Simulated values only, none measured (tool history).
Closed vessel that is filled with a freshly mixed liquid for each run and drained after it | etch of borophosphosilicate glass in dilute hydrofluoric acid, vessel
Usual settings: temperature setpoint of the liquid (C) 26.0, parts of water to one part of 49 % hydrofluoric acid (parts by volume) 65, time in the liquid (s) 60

| run | hour | temperature setpoint of the liquid (C) | parts of water to one part of 49 % hydrofluoric acid (parts by volume) | time in the liquid (s) | wafers since the last listed run | hours since the thermometer was replaced | hours since the hydrofluoric acid flow meter was replaced | hours since the gauge calibration | read-back film thickness of the borophosphosilicate glass reference wafer, read on the same gauge (nm) | thickness taken off the borophosphosilicate glass on a monitor wafer (Å) |
|---|---|---|---|---|---|---|---|---|---|---|
| 1 | 0.0 | 26.0 | 65 | 60 | 0 | 1440.3 | 1558.2 | 60.5 | 130.00 | 493.5 |
| 2 | 107.0 | 26.0 | 65 | 60 | 7959 | 1547.3 | 1665.2 | 167.5 | 130.04 | 499.5 |
| 3 | 160.4 | 30.0 | 65 | 60 | 3972 | 1600.7 | 1718.6 | 220.9 | 130.00 | 581.1 |
| 4 | 231.4 | 30.0 | 65 | 60 | 5281 | 1671.7 | 1789.6 | 291.9 | 130.00 | 588.3 |
| 5 | 290.2 | 30.0 | 65 | 60 | 4374 | 1730.5 | 1848.4 | 350.7 | 129.96 | 586.6 |
| 6 | 351.7 | 22.5 | 65 | 40 | 4574 | 1792.0 | 1909.9 | 412.2 | 129.98 | 293.7 |
| 7 | 401.8 | 22.5 | 65 | 40 | 3726 | 1842.1 | 1960.0 | 462.3 | 129.99 | 293.6 |
|  | 439.0 | thermometer replaced |
| 8 | 485.1 | 26.0 | 65 | 60 | 6122 | 46.1 | 2043.3 | 545.6 | 130.00 | 465.6 |
|  | 491.9 | hydrofluoric acid flow meter replaced |
| 9 | 588.4 | 26.0 | 90 | 60 | 7610 | 149.4 | 96.5 | 648.9 | 130.00 | 332.4 |
|  | 606.7 | gauge calibrated |
| 10 | 727.2 | 23.0 | 55 | 40 | 10325 | 288.2 | 235.3 | 120.5 | 129.98 | 334.1 |
| 11 | 791.2 | 28.5 | 35 | 35 | 4760 | 352.2 | 299.3 | 184.5 | 129.94 | 594.9 |
| 12 | 836.1 | 26.0 | 65 | 60 | 3340 | 397.1 | 344.2 | 229.4 | 129.97 | 474.6 |
| 13 | 898.3 | 31.0 | 45 | 35 | 4627 | 459.3 | 406.4 | 291.6 | 129.99 | 506.4 |
| 14 | 987.6 | 24.0 | 65 | 80 | 6642 | 548.6 | 495.7 | 380.9 | 130.06 | 590.8 |
| 15 | 1085.7 | 29.0 | 45 | 40 | 7297 | 646.7 | 593.8 | 479.0 | 129.98 | 536.8 |
| 16 | 1126.4 | 26.0 | 40 | 60 | 3027 | 687.4 | 634.5 | 519.7 | 130.03 | 815.4 |
|  | 1127.8 | gauge calibrated |
| 17 | 1194.9 | 26.0 | 65 | 60 | 5095 | 755.9 | 703.0 | 67.1 | 129.98 | 484.9 |

Forecast each of these 3 alternatives for the next run:
| A | 1195.6 | 26.0 | 65 | 60 | 52 | 756.6 | 703.7 | 67.8 | ? | ? |
| B | 1195.6 | 23.5 | 65 | 60 | 52 | 756.6 | 703.7 | 67.8 | ? | ? |
| C | 1195.6 | 29.0 | 55 | 70 | 52 | 756.6 | 703.7 | 67.8 | ? | ? |

| run | read-back film thickness of the borophosphosilicate glass reference wafer, read on the same gauge (nm) | thickness taken off the borophosphosilicate glass on a monitor wafer (Å) |
|---|---|---|
| A | 130.01 | 483.0 |
| B | 130.01 | 437.1 |
| C | 130.01 | 760.2 |
Without the tool's hidden state the same runs would have given:
| run | thickness taken off the borophosphosilicate glass on a monitor wafer (Å) |
|---|---|
| A | 454.1 |
| B | 410.5 |
| C | 715.4 |
